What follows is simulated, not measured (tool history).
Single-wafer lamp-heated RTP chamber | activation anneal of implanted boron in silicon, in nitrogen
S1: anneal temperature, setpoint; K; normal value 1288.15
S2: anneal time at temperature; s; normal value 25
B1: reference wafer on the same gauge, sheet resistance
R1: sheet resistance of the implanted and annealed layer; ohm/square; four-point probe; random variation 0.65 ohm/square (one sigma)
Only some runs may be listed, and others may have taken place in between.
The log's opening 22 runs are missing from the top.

{"run": 23, "day": 29.725, "S1": 1288.15, "S2": 25, "B1": 379.75, "R1": 433.79}
{"run": 24, "day": 30.442, "S1": 1311.15, "S2": 31, "B1": 379.79, "R1": 431.65}
{"run": 25, "day": 31.396, "S1": 1296.15, "S2": 25, "B1": 379.78, "R1": 433.62}
{"run": 26, "day": 32.308, "S1": 1307.15, "S2": 12, "B1": 379.86, "R1": 433.87}
{"run": 27, "day": 33.783, "S1": 1297.15, "S2": 30, "B1": 379.73, "R1": 431.59}
{"run": 28, "day": 35.138, "S1": 1307.15, "S2": 15, "B1": 379.79, "R1": 433.49}
{"day": 36.371, "done": "reflector plate cleaned"}
{"day": 36.529, "done": "pyrometer window cleaned and pyrometer calibrated"}
{"run": 29, "day": 36.55, "S1": 1312.15, "S2": 15, "B1": 379.92, "R1": 434.13}
{"run": 30, "day": 36.771, "S1": 1307.15, "S2": 12, "B1": 379.83, "R1": 434.51}
{"run": 31, "day": 37.692, "S1": 1270.15, "S2": 31, "B1": 379.93, "R1": 435.28}
{"run": 32, "day": 39.158, "S1": 1269.15, "S2": 21, "B1": 379.93, "R1": 436.97}
{"run": 33, "day": 40.021, "S1": 1307.15, "S2": 25, "B1": 380.02, "R1": 432.92}
{"run": 34, "day": 40.8, "S1": 1288.15, "S2": 35, "B1": 380.01, "R1": 431.86}
{"run": 35, "day": 41.9, "S1": 1317.15, "S2": 32, "B1": 379.9, "R1": 431.16}
{"run": 36, "day": 43.333, "S1": 1296.15, "S2": 31, "B1": 380.12, "R1": 431.96}

Below are 5 alternative next runs, each starting from the tool's condition after run 36. Predict each:
{"run": "A", "day": 43.35, "S1": 1288.15, "S2": 25, "B1": "?", "R1": "?"}
{"run": "B", "day": 43.35, "S1": 1302.15, "S2": 17, "B1": "?", "R1": "?"}
{"run": "C", "day": 43.35, "S1": 1268.15, "S2": 20, "B1": "?", "R1": "?"}
{"run": "D", "day": 43.35, "S1": 1269.15, "S2": 34, "B1": "?", "R1": "?"}
{"run": "E", "day": 43.35, "S1": 1288.15, "S2": 40, "B1": "?", "R1": "?"}

run=A B1=380.16 R1=433.31
run=B B1=380.16 R1=433.31
run=C B1=380.16 R1=437.06
run=D B1=380.16 R1=435.10
run=E B1=380.16 R1=432.39
With no hidden state in the tool, these same runs would have given:
run=A R1=433.19
run=B R1=433.19
run=C R1=436.93
run=D R1=434.98
run=E R1=432.27
